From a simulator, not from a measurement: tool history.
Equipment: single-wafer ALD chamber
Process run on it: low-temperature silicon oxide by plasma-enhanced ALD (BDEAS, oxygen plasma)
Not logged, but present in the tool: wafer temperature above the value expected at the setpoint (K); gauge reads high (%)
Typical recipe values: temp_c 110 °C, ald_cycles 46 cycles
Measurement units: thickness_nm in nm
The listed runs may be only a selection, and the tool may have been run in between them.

run,hour,temp_c,ald_cycles,wafers since the last listed run,hours since the last thermocouple change,hours since the gauge calibration,"read-back reference wafer on the same gauge, thickness_nm",thickness_nm
1,0,110,46,0,2530.4,249.1,5.369,6.461
2,67.9,110,46,586,2598.3,317,5.358,6.454
3,109.9,110,46,363,2640.3,359,5.35,6.443
4,189.1,110,46,684,2719.5,438.2,5.345,6.432
5,254.4,110,46,564,2784.8,503.5,5.34,6.408
6,350.9,110,46,834,2881.3,600,5.336,6.408
7,421.4,110,46,609,2951.8,670.5,5.333,6.436
# hour 463.9: gauge calibrated
8,482.2,96,38,525,3012.6,18.3,5.439,5.574
9,555.8,110,46,636,3086.2,91.9,5.411,6.5
# hour 741.7: thermocouple changed; heater temperature recalibrated
10,864.9,122,40,2602,123.2,401,5.353,5.474
11,903.8,110,50,336,162.1,439.9,5.354,6.993
12,969.4,110,46,567,227.7,505.5,5.346,6.454
13,1071.7,102,39,884,330,607.8,5.341,5.517
14,1120,117,48,417,378.3,656.1,5.342,6.62
15,1175.3,110,38,477,433.6,711.4,5.341,5.312

Each row is a separate what-if for the run after 15, all from the same tool condition, not one after another. Results?
A,1175.8,110,42,4,434.1,711.9,?,?
B,1175.8,106,40,4,434.1,711.9,?,?
C,1175.8,101,39,4,434.1,711.9,?,?
D,1175.8,122,50,4,434.1,711.9,?,?
E,1175.8,110,52,4,434.1,711.9,?,?

run,"read-back reference wafer on the same gauge, thickness_nm",thickness_nm
A,5.339,5.889
B,5.339,5.646
C,5.339,5.551
D,5.339,6.87
E,5.339,7.291
With the hidden condition removed and each run's random variation left untouched, the same runs would have given:
run,thickness_nm
A,6
B,5.753
C,5.656
D,7
E,7.429
